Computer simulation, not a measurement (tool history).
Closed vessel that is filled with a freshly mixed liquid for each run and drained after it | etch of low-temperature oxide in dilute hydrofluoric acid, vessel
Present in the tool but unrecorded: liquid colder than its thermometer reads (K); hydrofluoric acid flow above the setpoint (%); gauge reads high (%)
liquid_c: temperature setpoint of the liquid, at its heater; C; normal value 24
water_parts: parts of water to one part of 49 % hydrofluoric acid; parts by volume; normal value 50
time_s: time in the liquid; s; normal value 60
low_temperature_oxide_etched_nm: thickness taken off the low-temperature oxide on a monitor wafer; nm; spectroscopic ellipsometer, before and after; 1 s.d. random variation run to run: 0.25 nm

run     day  liquid_c  water_parts  time_s  wafers since the last listed run  hours since the thermometer was replaced  hours since the hydrofluoric acid flow meter was replaced  hours since the gauge calibration  read-back film thickness of the low-temperature oxide reference wafer, read on the same gauge (nm)  low_temperature_oxide_etched_nm
  1       0        24           50      80                                 0                                     354.5                                                     1308.1                              132.4                                                                                              150.02                            46.01
  2   2.438        24           50      80                              4772                                       413                                                     1366.6                              190.9                                                                                                 150                            44.62
  3   5.383        24           50      60                              5768                                     483.7                                                     1437.3                              261.6                                                                                              150.01                             34.2
  4   8.421        24           50      60                              5947                                     556.6                                                     1510.2                              334.5                                                                                              149.98                            34.38
  5  10.292        24           50      60                              3663                                     601.5                                                     1555.1                              379.4                                                                                              149.94                            33.39
  6  12.967        24           50      60                              5238                                     665.7                                                     1619.3                              443.6                                                                                                 150                            33.23
  7  14.612      27.5           50      60                              3222                                     705.2                                                     1658.8                              483.1                                                                                              149.99                            38.47
  8  19.058      27.5           50      60                              8705                                     811.9                                                     1765.5                              589.8                                                                                              150.03                            38.59
  9  20.621      27.5           50      60                              3059                                     849.4                                                       1803                              627.3                                                                                              149.97                            38.38
 10  24.412        24           50      50                              7424                                     940.4                                                       1894                              718.3                                                                                              149.99                            27.64
     27.288  -- gauge calibrated
 11  27.308        24           50      60                              5670                                    1009.9                                                     1963.5                                0.5                                                                                              149.97                            33.08
 12  30.362        24           50      60                              5980                                    1083.2                                                     2036.8                               73.8                                                                                              150.01                            32.76
 13  33.204      19.5           50      80                              5564                                    1151.4                                                       2105                                142                                                                                              150.02                            35.89
     34.546  -- hydrofluoric acid flow meter replaced
     34.925  -- thermometer replaced
 14  37.171        26           50      45                              7604                                      53.9                                                         63                              237.2                                                                                              149.97                            28.22
 15  41.533        24           50      60                              8542                                     158.6                                                      167.7                              341.9                                                                                              150.03                            33.82
 16  43.562      21.5           50      60                              3973                                     207.3                                                      216.4                              390.6                                                                                                 150                            30.73
 17  47.983      28.5           25      45                              8656                                     313.4                                                      322.5                              496.7                                                                                                 150                            63.63
 18    51.5        26           25      40                              6886                                     397.8                                                      406.9                              581.1                                                                                              149.99                            51.09
 19  53.388        24           50      60                              3695                                     443.1                                                      452.2                              626.4                                                                                                 150                            33.95
 20  57.592      21.5           60      45                              8232                                       544                                                      553.1                              727.3                                                                                              150.01                             18.7
      57.95  -- gauge calibrated
 21  60.233        27           35      60                              5172                                     607.4                                                      616.5                               54.8                                                                                                 150                            55.77

Forecast each of these 3 alternatives for the next run:
  A  60.262      20.5           50      60                                57                                     608.1                                                      617.2                               55.5                                                                                                   ?                                ?
  B  60.262        24           50      75                                57                                     608.1                                                      617.2                               55.5                                                                                                   ?                                ?
  C  60.262      28.5           50      60                                57                                     608.1                                                      617.2                               55.5                                                                                                   ?                                ?

run  read-back film thickness of the low-temperature oxide reference wafer, read on the same gauge (nm)  low_temperature_oxide_etched_nm
  A                                                                                              150.03                            29.08
  B                                                                                              150.03                            42.12
  C                                                                                              150.03                            40.48
What these runs would have given with no unlogged condition in the tool:
run  low_temperature_oxide_etched_nm
  A                            30.41
  B                            43.98
  C                            42.21

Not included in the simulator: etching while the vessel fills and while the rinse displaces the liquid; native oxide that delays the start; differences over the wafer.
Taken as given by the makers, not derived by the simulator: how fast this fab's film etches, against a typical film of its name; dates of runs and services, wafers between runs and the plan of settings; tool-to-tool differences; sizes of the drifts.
